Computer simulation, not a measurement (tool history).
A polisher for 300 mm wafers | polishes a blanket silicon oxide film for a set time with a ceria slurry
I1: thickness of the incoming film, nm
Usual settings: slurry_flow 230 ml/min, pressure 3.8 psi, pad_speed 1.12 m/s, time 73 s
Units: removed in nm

run 1 hour=0 | slurry_flow=230 pressure=3.8 pad_speed=1.12 time=73 | I1=1201 | removed=380.5
-- hour=10.8 worn pad replaced by a new one
-- hour=34 head pressure recalibrated
run 2 hour=72.3 | slurry_flow=230 pressure=3.8 pad_speed=1.12 time=73 | I1=1227.4 | removed=385.7
run 3 hour=168.7 | slurry_flow=230 pressure=3.8 pad_speed=1.12 time=73 | I1=1208.6 | removed=384.3
run 4 hour=249.1 | slurry_flow=230 pressure=3.8 pad_speed=1.12 time=73 | I1=1207.8 | removed=383.5
-- hour=296 slurry nozzle cleaned
run 5 hour=311 | slurry_flow=230 pressure=3.8 pad_speed=1.12 time=73 | I1=1207.1 | removed=384.2
run 6 hour=372.8 | slurry_flow=230 pressure=3.8 pad_speed=1.12 time=73 | I1=1211.6 | removed=391.9
-- hour=440.7 worn pad replaced by a new one
run 7 hour=441.2 | slurry_flow=230 pressure=3.8 pad_speed=1.12 time=73 | I1=1221.3 | removed=387.8
run 8 hour=547.6 | slurry_flow=230 pressure=3.8 pad_speed=1.12 time=73 | I1=1227.9 | removed=384.5
run 9 hour=596.7 | slurry_flow=230 pressure=3.8 pad_speed=1.12 time=73 | I1=1220.2 | removed=390.4
-- hour=658.7 slurry nozzle cleaned
run 10 hour=675.3 | slurry_flow=230 pressure=3.8 pad_speed=0.92 time=73 | I1=1194.8 | removed=317.8
run 11 hour=717.6 | slurry_flow=230 pressure=3.8 pad_speed=1.12 time=73 | I1=1204.5 | removed=383.4
run 12 hour=802.3 | slurry_flow=230 pressure=3.8 pad_speed=1.12 time=73 | I1=1225.2 | removed=381.7
-- hour=850.1 head pressure recalibrated
run 13 hour=859 | slurry_flow=175 pressure=2.7 pad_speed=0.98 time=93 | I1=1234.6 | removed=309.9
-- hour=868 worn pad replaced by a new one
run 14 hour=904.6 | slurry_flow=300 pressure=3.8 pad_speed=1.12 time=98 | I1=1217.6 | removed=535.6
run 15 hour=995.3 | slurry_flow=230 pressure=2.6 pad_speed=1.12 time=48 | I1=1236.7 | removed=182.4
-- hour=1030 slurry nozzle cleaned
run 16 hour=1063.5 | slurry_flow=230 pressure=2.9 pad_speed=1.12 time=80 | I1=1195.1 | removed=338.5

The next listed run, before its measurement:
run 17 hour=1166.7 | slurry_flow=190 pressure=3.8 pad_speed=1 time=93 | I1=1223.5 | removed=?

Run 17 gave removed 423.1 nm.
Without the tool's hidden state the same run would have given removed 423.1 nm.
